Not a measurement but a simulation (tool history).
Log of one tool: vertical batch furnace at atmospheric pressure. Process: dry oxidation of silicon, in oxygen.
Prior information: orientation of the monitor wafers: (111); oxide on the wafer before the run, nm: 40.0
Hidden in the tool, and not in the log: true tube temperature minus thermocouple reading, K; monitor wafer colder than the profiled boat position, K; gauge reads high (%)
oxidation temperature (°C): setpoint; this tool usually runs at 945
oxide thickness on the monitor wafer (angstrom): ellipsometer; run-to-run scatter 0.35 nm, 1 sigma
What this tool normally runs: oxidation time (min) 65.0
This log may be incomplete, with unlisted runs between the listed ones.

run	hour	oxidation temperature (°C)	oxidation time (min)	wafers since the last listed run	hours since the last temperature calibration	hours since the boat lift was adjusted	hours since the gauge calibration	read-back reference wafer on the same gauge, thickness	oxide thickness on the monitor wafer (angstrom)
1	0.0	945	65.0	0	2096.9	2326.0	1110.4	86.11	738.8
2	69.8	945	65.0	604	2166.7	2395.8	1180.2	86.15	737.8
3	135.9	945	65.0	572	2232.8	2461.9	1246.3	86.46	737.8
4	200.7	945	65.0	561	2297.6	2526.7	1311.1	86.41	741.7
5	224.9	945	65.0	209	2321.8	2550.9	1335.3	86.48	743.9
6	253.9	945	65.0	251	2350.8	2579.9	1364.3	86.54	737.2
7	321.2	945	65.0	582	2418.1	2647.2	1431.6	86.67	739.2
8	370.9	945	65.0	430	2467.8	2696.9	1481.3	86.54	742.4
# hour 412.3: boat lift adjusted
9	438.5	945	65.0	377	2535.4	26.2	1548.9	86.96	736.6
10	507.4	945	65.0	596	2604.3	95.1	1617.8	86.95	745.0
11	539.0	945	65.0	273	2635.9	126.7	1649.4	86.94	750.2
12	568.4	945	65.0	254	2665.3	156.1	1678.8	87.07	744.5
13	614.1	935	46.5	395	2711.0	201.8	1724.5	87.13	643.2
14	677.6	935	46.5	549	2774.5	265.3	1788.0	87.24	644.7
15	723.0	945	65.0	393	2819.9	310.7	1833.4	87.39	749.2
16	750.7	926	86.0	239	2847.6	338.4	1861.1	87.50	759.2
17	777.4	927	33.0	231	2874.3	365.1	1887.8	87.27	567.8
18	837.6	925	40.0	521	2934.5	425.3	1948.0	87.56	601.6
19	876.9	968	90.0	340	2973.8	464.6	1987.3	87.60	958.4
# hour 963.0: thermocouples replaced and temperature profile calibrated
20	963.5	945	38.5	542	0.5	551.2	2073.9	87.66	632.8
21	1011.3	945	39.0	413	48.3	599.0	2121.7	87.64	639.4
22	1050.1	967	35.5	335	87.1	637.8	2160.5	87.87	666.5
23	1081.7	945	39.5	273	118.7	669.4	2192.1	87.77	641.1
24	1117.5	960	44.0	310	154.5	705.2	2227.9	87.96	696.7
25	1171.6	945	65.0	468	208.6	759.3	2282.0	88.12	757.6
# hour 1187.3: gauge calibrated
26	1232.7	945	65.0	529	269.7	820.4	45.4	85.36	731.4
27	1265.8	945	65.0	286	302.8	853.5	78.5	85.56	727.7
28	1324.8	937	38.5	510	361.8	912.5	137.5	85.47	597.8
29	1372.4	936	79.0	412	409.4	960.1	185.1	85.58	764.8
30	1407.4	925	91.0	303	444.4	995.1	220.1	85.88	760.4
31	1435.3	966	45.0	241	472.3	1023.0	248.0	85.59	704.2
32	1462.9	945	65.0	239	499.9	1050.6	275.6	85.71	735.1
33	1514.5	925	92.0	446	551.5	1102.2	327.2	85.95	766.7
34	1585.9	945	65.0	618	622.9	1173.6	398.6	85.95	736.4
35	1610.0	945	65.0	208	647.0	1197.7	422.7	86.08	732.8
36	1639.4	938	44.5	254	676.4	1227.1	452.1	86.00	633.9
37	1699.7	955	65.0	522	736.7	1287.4	512.4	86.18	768.8
38	1747.1	925	88.5	410	784.1	1334.8	559.8	86.28	763.6
39	1809.4	923	94.0	539	846.4	1397.1	622.1	86.31	771.9
40	1835.8	966	54.0	228	872.8	1423.5	648.5	86.50	760.2

Measured less the same run without the tool's hidden state. The same run-to-run variation is in both; the gauge's scatter may not be:
run	oxide thickness on the monitor wafer (angstrom)
1	+9.6
2	+10.7
3	+11.5
4	+12.5
5	+12.9
6	+13.2
7	+14.1
8	+14.8
9	+15.7
10	+16.8
11	+17.3
12	+17.6
13	+15.8
14	+16.6
15	+19.8
16	+20.5
17	+15.6
18	+17.2
19	+28.1
20	+19.5
21	+20.3
22	+21.6
23	+21.2
24	+23.5
25	+26.3
26	+3.4
27	+4.0
28	+3.9
29	+5.7
30	+6.2
31	+6.0
32	+6.7
33	+7.8
34	+8.4
35	+8.8
36	+7.9
37	+10.5
38	+11.1
39	+12.1
40	+12.3
